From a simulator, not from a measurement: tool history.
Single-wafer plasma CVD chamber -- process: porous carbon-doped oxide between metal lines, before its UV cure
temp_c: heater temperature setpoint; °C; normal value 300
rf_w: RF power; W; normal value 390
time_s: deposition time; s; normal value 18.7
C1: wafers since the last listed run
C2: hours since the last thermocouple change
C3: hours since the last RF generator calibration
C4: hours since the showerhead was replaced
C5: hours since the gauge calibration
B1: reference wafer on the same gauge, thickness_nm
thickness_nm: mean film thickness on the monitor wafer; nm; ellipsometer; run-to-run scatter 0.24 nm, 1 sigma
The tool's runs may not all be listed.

{"run": 1, "day": 0.0, "temp_c": 312, "rf_w": 390, "time_s": 18.7, "C1": 0, "C2": 676.7, "C3": 43.9, "C4": 6459.3, "C5": 1053.5, "B1": 71.812, "thickness_nm": 83.403}
{"run": 2, "day": 4.054, "temp_c": 312, "rf_w": 390, "time_s": 18.7, "C1": 1383, "C2": 774, "C3": 141.2, "C4": 6556.6, "C5": 1150.8, "B1": 71.849, "thickness_nm": 83.673}
{"run": 3, "day": 7.567, "temp_c": 312, "rf_w": 390, "time_s": 18.7, "C1": 1199, "C2": 858.3, "C3": 225.5, "C4": 6640.9, "C5": 1235.1, "B1": 71.775, "thickness_nm": 83.337}
{"run": 4, "day": 10.417, "temp_c": 292, "rf_w": 390, "time_s": 18.7, "C1": 972, "C2": 926.7, "C3": 293.9, "C4": 6709.3, "C5": 1303.5, "B1": 71.775, "thickness_nm": 92.149}
{"run": 5, "day": 14.117, "temp_c": 292, "rf_w": 390, "time_s": 18.7, "C1": 1263, "C2": 1015.5, "C3": 382.7, "C4": 6798.1, "C5": 1392.3, "B1": 71.807, "thickness_nm": 92.05}
{"run": 6, "day": 16.112, "temp_c": 300, "rf_w": 390, "time_s": 18.7, "C1": 681, "C2": 1063.4, "C3": 430.6, "C4": 6846, "C5": 1440.2, "B1": 71.742, "thickness_nm": 88.226}
{"day": 18.158, "done": "showerhead replaced"}
{"day": 18.525, "done": "gauge calibrated"}
{"run": 7, "day": 19.308, "temp_c": 308, "rf_w": 390, "time_s": 18.7, "C1": 977, "C2": 1140.1, "C3": 507.3, "C4": 27.6, "C5": 18.8, "B1": 71.82, "thickness_nm": 84.566}
{"run": 8, "day": 22.804, "temp_c": 307, "rf_w": 390, "time_s": 18.7, "C1": 1193, "C2": 1224, "C3": 591.2, "C4": 111.5, "C5": 102.7, "B1": 71.82, "thickness_nm": 84.266}
{"run": 9, "day": 25.592, "temp_c": 307, "rf_w": 390, "time_s": 18.7, "C1": 951, "C2": 1290.9, "C3": 658.1, "C4": 178.4, "C5": 169.6, "B1": 71.822, "thickness_nm": 84.974}
{"day": 26.067, "done": "thermocouple changed; heater temperature recalibrated"}
{"run": 10, "day": 28.121, "temp_c": 307, "rf_w": 390, "time_s": 18.7, "C1": 749, "C2": 49.3, "C3": 718.8, "C4": 239.1, "C5": 230.3, "B1": 71.804, "thickness_nm": 84.682}
{"run": 11, "day": 30.704, "temp_c": 309, "rf_w": 420, "time_s": 17.3, "C1": 881, "C2": 111.3, "C3": 780.8, "C4": 301.1, "C5": 292.3, "B1": 71.757, "thickness_nm": 83.19}
{"run": 12, "day": 33.0, "temp_c": 314, "rf_w": 460, "time_s": 19.7, "C1": 783, "C2": 166.4, "C3": 835.9, "C4": 356.2, "C5": 347.4, "B1": 71.766, "thickness_nm": 100.012}
{"run": 13, "day": 36.6, "temp_c": 300, "rf_w": 430, "time_s": 18.7, "C1": 1228, "C2": 252.8, "C3": 922.3, "C4": 442.6, "C5": 433.8, "B1": 71.758, "thickness_nm": 94.838}
{"run": 14, "day": 38.208, "temp_c": 300, "rf_w": 390, "time_s": 15.4, "C1": 549, "C2": 291.4, "C3": 960.9, "C4": 481.2, "C5": 472.4, "B1": 71.765, "thickness_nm": 71.433}
{"day": 39.075, "done": "RF generator calibrated"}
{"run": 15, "day": 40.312, "temp_c": 300, "rf_w": 440, "time_s": 18.7, "C1": 604, "C2": 341.9, "C3": 29.7, "C4": 531.7, "C5": 522.9, "B1": 71.761, "thickness_nm": 99.821}
{"run": 16, "day": 42.612, "temp_c": 314, "rf_w": 465, "time_s": 15.2, "C1": 785, "C2": 397.1, "C3": 84.9, "C4": 586.9, "C5": 578.1, "B1": 71.779, "thickness_nm": 79.35}
{"run": 17, "day": 51.583, "temp_c": 308, "rf_w": 330, "time_s": 22.4, "C1": 3062, "C2": 612.4, "C3": 300.2, "C4": 802.2, "C5": 793.4, "B1": 71.826, "thickness_nm": 85.552}
{"run": 18, "day": 53.571, "temp_c": 300, "rf_w": 420, "time_s": 19.7, "C1": 678, "C2": 660.1, "C3": 347.9, "C4": 849.9, "C5": 841.1, "B1": 71.819, "thickness_nm": 99.464}
{"run": 19, "day": 56.858, "temp_c": 300, "rf_w": 390, "time_s": 18.7, "C1": 1122, "C2": 739, "C3": 426.8, "C4": 928.8, "C5": 920, "B1": 71.844, "thickness_nm": 88.691}
{"run": 20, "day": 59.879, "temp_c": 307, "rf_w": 390, "time_s": 18.7, "C1": 1031, "C2": 811.5, "C3": 499.3, "C4": 1001.3, "C5": 992.5, "B1": 71.741, "thickness_nm": 85.255}

Describe how what the log doesn't record of the tool's condition differs between the last listed run preceding each entry between runs and the first listed run following it.
In the gap between runs 6 and 7: showerhead replaced (day 18.158); gauge calibrated (day 18.525)
  delivered RF power above the setpoint (%): -0.563 -> -0.781
  measured value less the no-hidden-state value, thickness_nm: -0.481 -> -0.64 nm
In the gap between runs 9 and 10: thermocouple changed; heater temperature recalibrated (day 26.067)
  delivered RF power above the setpoint (%): -1.31 -> -1.56
  measured value less the no-hidden-state value, thickness_nm: -1.092 -> -1.307 nm
In the gap between runs 14 and 15: RF generator calibrated (day 39.075)
  delivered RF power above the setpoint (%): -2.79 -> -0.0177
  measured value less the no-hidden-state value, thickness_nm: -2.02 -> -0.017 nm

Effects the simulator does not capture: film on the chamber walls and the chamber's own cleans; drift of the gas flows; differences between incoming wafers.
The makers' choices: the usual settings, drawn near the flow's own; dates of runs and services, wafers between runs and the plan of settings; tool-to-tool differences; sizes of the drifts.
